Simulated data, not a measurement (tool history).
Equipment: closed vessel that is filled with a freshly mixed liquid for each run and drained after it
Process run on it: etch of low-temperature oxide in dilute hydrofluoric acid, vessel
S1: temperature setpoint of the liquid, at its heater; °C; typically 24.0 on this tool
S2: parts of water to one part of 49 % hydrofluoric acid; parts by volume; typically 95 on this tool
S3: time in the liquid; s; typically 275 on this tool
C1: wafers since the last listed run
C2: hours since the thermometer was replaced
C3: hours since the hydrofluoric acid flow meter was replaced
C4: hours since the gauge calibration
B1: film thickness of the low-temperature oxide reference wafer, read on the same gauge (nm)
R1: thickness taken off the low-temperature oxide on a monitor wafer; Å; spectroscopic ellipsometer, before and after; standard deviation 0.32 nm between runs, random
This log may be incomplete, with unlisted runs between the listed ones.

run,hour,S1,S2,S3,C1,C2,C3,C4,B1,R1
1,0.0,24.0,95,275,0,2266.7,529.8,225.6,150.00,360.1
2,28.4,24.0,95,275,2424,2295.1,558.2,254.0,150.01,352.7
3,77.7,24.0,95,275,4208,2344.4,607.5,303.3,149.98,352.3
4,132.8,24.0,95,275,4704,2399.5,662.6,358.4,150.01,349.2
5,198.3,24.0,95,275,5591,2465.0,728.1,423.9,150.00,354.3
6,235.5,24.0,95,275,3175,2502.2,765.3,461.1,150.00,352.5
7,306.1,24.0,95,275,6027,2572.8,835.9,531.7,150.00,358.3
8,350.7,24.0,95,275,3807,2617.4,880.5,576.3,149.98,355.8
9,397.3,24.0,95,275,3978,2664.0,927.1,622.9,149.99,357.2
10,425.5,24.0,95,205,2407,2692.2,955.3,651.1,149.98,267.4
11,461.9,19.5,125,420,3107,2728.6,991.7,687.5,149.99,332.9
# hour 471.6: hydrofluoric acid flow meter replaced
12,519.3,20.0,125,275,4814,2786.0,47.7,744.9,150.00,217.9
13,554.0,21.5,55,275,2962,2820.7,82.4,779.6,149.98,581.2
# hour 593.5: thermometer replaced
14,601.2,24.0,95,275,3944,7.7,129.6,826.8,150.00,351.6
# hour 633.0: gauge calibrated
15,664.5,24.0,95,275,5404,71.0,192.9,31.5,150.00,352.7
16,698.6,24.0,45,275,2911,105.1,227.0,65.6,150.01,788.8
17,731.9,19.5,125,420,2842,138.4,260.3,98.9,149.98,331.7

Run 18 comes next. What will it give?
18,795.6,28.5,135,365,5438,202.1,324.0,162.6,?,?

{"run 18": {"B1": 149.99, "R1": 377.3}}
On a tool with no hidden condition, and with the same random variation, this run would have come out at R1 377.3 Å.

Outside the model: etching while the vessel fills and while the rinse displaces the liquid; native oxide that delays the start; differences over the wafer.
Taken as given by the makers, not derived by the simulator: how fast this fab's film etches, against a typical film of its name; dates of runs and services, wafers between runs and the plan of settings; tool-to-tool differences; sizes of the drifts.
